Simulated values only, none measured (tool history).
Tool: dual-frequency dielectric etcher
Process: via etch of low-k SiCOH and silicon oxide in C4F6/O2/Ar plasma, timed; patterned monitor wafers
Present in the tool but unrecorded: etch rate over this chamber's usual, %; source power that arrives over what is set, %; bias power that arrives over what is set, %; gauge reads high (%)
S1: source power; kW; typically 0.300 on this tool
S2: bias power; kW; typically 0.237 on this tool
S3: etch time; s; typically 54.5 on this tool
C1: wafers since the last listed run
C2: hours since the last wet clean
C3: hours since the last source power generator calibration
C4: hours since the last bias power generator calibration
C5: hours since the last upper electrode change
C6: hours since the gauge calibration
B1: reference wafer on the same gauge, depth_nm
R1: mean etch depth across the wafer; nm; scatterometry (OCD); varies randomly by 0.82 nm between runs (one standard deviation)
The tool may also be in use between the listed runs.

{"run": 1, "hour": 0.0, "S1": 0.3, "S2": 0.237, "S3": 48.0, "C1": 0, "C2": 419.6, "C3": 4185.7, "C4": 4506.8, "C5": 2358.3, "C6": 349.0, "B1": 159.4, "R1": 125.0}
{"run": 2, "hour": 11.1, "S1": 0.3, "S2": 0.237, "S3": 54.5, "C1": 113, "C2": 430.7, "C3": 4196.8, "C4": 4517.9, "C5": 2369.4, "C6": 360.1, "B1": 159.2, "R1": 142.2}
{"run": 3, "hour": 20.3, "S1": 0.3, "S2": 0.237, "S3": 54.5, "C1": 93, "C2": 439.9, "C3": 4206.0, "C4": 4527.1, "C5": 2378.6, "C6": 369.3, "B1": 158.6, "R1": 140.6}
{"hour": 47.5, "done": "wet clean of the chamber"}
{"run": 4, "hour": 48.0, "S1": 0.3, "S2": 0.237, "S3": 64.0, "C1": 37, "C2": 0.5, "C3": 4233.7, "C4": 4554.8, "C5": 2406.3, "C6": 397.0, "B1": 159.2, "R1": 172.6}
{"run": 5, "hour": 48.3, "S1": 0.3, "S2": 0.237, "S3": 64.0, "C1": 3, "C2": 0.8, "C3": 4234.0, "C4": 4555.1, "C5": 2406.6, "C6": 397.3, "B1": 159.4, "R1": 171.8}
{"run": 6, "hour": 53.1, "S1": 0.3, "S2": 0.237, "S3": 64.0, "C1": 49, "C2": 5.6, "C3": 4238.8, "C4": 4559.9, "C5": 2411.4, "C6": 402.1, "B1": 159.0, "R1": 174.1}
{"run": 7, "hour": 65.1, "S1": 0.3, "S2": 0.237, "S3": 54.5, "C1": 122, "C2": 17.6, "C3": 4250.8, "C4": 4571.9, "C5": 2423.4, "C6": 414.1, "B1": 159.1, "R1": 147.4}
{"run": 8, "hour": 82.7, "S1": 0.3, "S2": 0.237, "S3": 54.5, "C1": 179, "C2": 35.2, "C3": 4268.4, "C4": 4589.5, "C5": 2441.0, "C6": 431.7, "B1": 158.9, "R1": 146.3}
{"run": 9, "hour": 89.7, "S1": 0.3, "S2": 0.18, "S3": 61.0, "C1": 71, "C2": 42.2, "C3": 4275.4, "C4": 4596.5, "C5": 2448.0, "C6": 438.7, "B1": 158.9, "R1": 146.6}
{"hour": 96.9, "done": "bias power generator calibrated"}
{"run": 10, "hour": 99.5, "S1": 0.35, "S2": 0.237, "S3": 63.0, "C1": 59, "C2": 52.0, "C3": 4285.2, "C4": 2.6, "C5": 2457.8, "C6": 448.5, "B1": 159.0, "R1": 176.5}
{"run": 11, "hour": 114.9, "S1": 0.3, "S2": 0.237, "S3": 54.5, "C1": 157, "C2": 67.4, "C3": 4300.6, "C4": 18.0, "C5": 2473.2, "C6": 463.9, "B1": 159.1, "R1": 145.5}
{"run": 12, "hour": 130.2, "S1": 0.3, "S2": 0.237, "S3": 54.5, "C1": 156, "C2": 82.7, "C3": 4315.9, "C4": 33.3, "C5": 2488.5, "C6": 479.2, "B1": 159.3, "R1": 147.3}
{"run": 13, "hour": 141.5, "S1": 0.3, "S2": 0.237, "S3": 64.5, "C1": 115, "C2": 94.0, "C3": 4327.2, "C4": 44.6, "C5": 2499.8, "C6": 490.5, "B1": 159.3, "R1": 171.7}
{"run": 14, "hour": 151.9, "S1": 0.25, "S2": 0.237, "S3": 42.5, "C1": 106, "C2": 104.4, "C3": 4337.6, "C4": 55.0, "C5": 2510.2, "C6": 500.9, "B1": 158.9, "R1": 108.4}
{"hour": 157.8, "done": "gauge calibrated"}
{"run": 15, "hour": 158.0, "S1": 0.28, "S2": 0.276, "S3": 54.5, "C1": 62, "C2": 110.5, "C3": 4343.7, "C4": 61.1, "C5": 2516.3, "C6": 0.2, "B1": 159.3, "R1": 152.9}
{"hour": 186.2, "done": "upper electrode replaced"}
{"run": 16, "hour": 186.7, "S1": 0.34, "S2": 0.207, "S3": 38.5, "C1": 48, "C2": 139.2, "C3": 4372.4, "C4": 89.8, "C5": 0.5, "C6": 28.9, "B1": 159.3, "R1": 100.3}
{"run": 17, "hour": 187.0, "S1": 0.3, "S2": 0.237, "S3": 54.5, "C1": 3, "C2": 139.5, "C3": 4372.7, "C4": 90.1, "C5": 0.8, "C6": 29.2, "B1": 159.1, "R1": 144.6}
{"run": 18, "hour": 198.1, "S1": 0.32, "S2": 0.275, "S3": 40.0, "C1": 113, "C2": 150.6, "C3": 4383.8, "C4": 101.2, "C5": 11.9, "C6": 40.3, "B1": 159.0, "R1": 114.7}
{"run": 19, "hour": 211.3, "S1": 0.25, "S2": 0.287, "S3": 42.5, "C1": 134, "C2": 163.8, "C3": 4397.0, "C4": 114.4, "C5": 25.1, "C6": 53.5, "B1": 159.1, "R1": 116.1}
{"hour": 220.9, "done": "source power generator calibrated"}
{"run": 20, "hour": 221.4, "S1": 0.34, "S2": 0.276, "S3": 48.5, "C1": 62, "C2": 173.9, "C3": 0.5, "C4": 124.5, "C5": 35.2, "C6": 63.6, "B1": 159.3, "R1": 142.4}
{"run": 21, "hour": 234.0, "S1": 0.27, "S2": 0.265, "S3": 61.5, "C1": 128, "C2": 186.5, "C3": 13.1, "C4": 137.1, "C5": 47.8, "C6": 76.2, "B1": 158.7, "R1": 167.0}
{"run": 22, "hour": 241.8, "S1": 0.3, "S2": 0.237, "S3": 54.5, "C1": 79, "C2": 194.3, "C3": 20.9, "C4": 144.9, "C5": 55.6, "C6": 84.0, "B1": 159.2, "R1": 144.1}
{"run": 23, "hour": 256.1, "S1": 0.3, "S2": 0.237, "S3": 39.5, "C1": 146, "C2": 208.6, "C3": 35.2, "C4": 159.2, "C5": 69.9, "C6": 98.3, "B1": 159.2, "R1": 104.5}
{"run": 24, "hour": 265.4, "S1": 0.3, "S2": 0.237, "S3": 54.5, "C1": 95, "C2": 217.9, "C3": 44.5, "C4": 168.5, "C5": 79.2, "C6": 107.6, "B1": 159.0, "R1": 144.8}
{"run": 25, "hour": 272.1, "S1": 0.35, "S2": 0.199, "S3": 65.0, "C1": 68, "C2": 224.6, "C3": 51.2, "C4": 175.2, "C5": 85.9, "C6": 114.3, "B1": 158.8, "R1": 167.7}
{"run": 26, "hour": 279.0, "S1": 0.3, "S2": 0.237, "S3": 54.5, "C1": 70, "C2": 231.5, "C3": 58.1, "C4": 182.1, "C5": 92.8, "C6": 121.2, "B1": 159.3, "R1": 145.3}
{"run": 27, "hour": 293.8, "S1": 0.37, "S2": 0.293, "S3": 47.0, "C1": 151, "C2": 246.3, "C3": 72.9, "C4": 196.9, "C5": 107.6, "C6": 136.0, "B1": 159.2, "R1": 143.3}
{"run": 28, "hour": 307.7, "S1": 0.37, "S2": 0.179, "S3": 69.0, "C1": 141, "C2": 260.2, "C3": 86.8, "C4": 210.8, "C5": 121.5, "C6": 149.9, "B1": 158.7, "R1": 172.2}
{"run": 29, "hour": 318.6, "S1": 0.35, "S2": 0.26, "S3": 69.0, "C1": 111, "C2": 271.1, "C3": 97.7, "C4": 221.7, "C5": 132.4, "C6": 160.8, "B1": 158.9, "R1": 196.9}
{"run": 30, "hour": 326.5, "S1": 0.27, "S2": 0.205, "S3": 46.5, "C1": 80, "C2": 279.0, "C3": 105.6, "C4": 229.6, "C5": 140.3, "C6": 168.7, "B1": 159.2, "R1": 112.2}

What if the next run were any one of these 4? Each begins from the tool's condition after run 30:
{"run": "A", "hour": 326.9, "S1": 0.3, "S2": 0.281, "S3": 54.5, "C1": 4, "C2": 279.4, "C3": 106.0, "C4": 230.0, "C5": 140.7, "C6": 169.1, "B1": "?", "R1": "?"}
{"run": "B", "hour": 326.9, "S1": 0.3, "S2": 0.291, "S3": 61.5, "C1": 4, "C2": 279.4, "C3": 106.0, "C4": 230.0, "C5": 140.7, "C6": 169.1, "B1": "?", "R1": "?"}
{"run": "C", "hour": 326.9, "S1": 0.25, "S2": 0.204, "S3": 70.0, "C1": 4, "C2": 279.4, "C3": 106.0, "C4": 230.0, "C5": 140.7, "C6": 169.1, "B1": "?", "R1": "?"}
{"run": "D", "hour": 326.9, "S1": 0.34, "S2": 0.21, "S3": 49.0, "C1": 4, "C2": 279.4, "C3": 106.0, "C4": 230.0, "C5": 140.7, "C6": 169.1, "B1": "?", "R1": "?"}

run=A B1=159.2 R1=152.3
run=B B1=159.2 R1=174.3
run=C B1=159.2 R1=165.0
run=D B1=159.2 R1=126.3
Take away the tool's hidden state, keep each run's random variation, and the runs would have read:
run=A R1=154.7
run=B R1=177.0
run=C R1=167.6
run=D R1=128.3

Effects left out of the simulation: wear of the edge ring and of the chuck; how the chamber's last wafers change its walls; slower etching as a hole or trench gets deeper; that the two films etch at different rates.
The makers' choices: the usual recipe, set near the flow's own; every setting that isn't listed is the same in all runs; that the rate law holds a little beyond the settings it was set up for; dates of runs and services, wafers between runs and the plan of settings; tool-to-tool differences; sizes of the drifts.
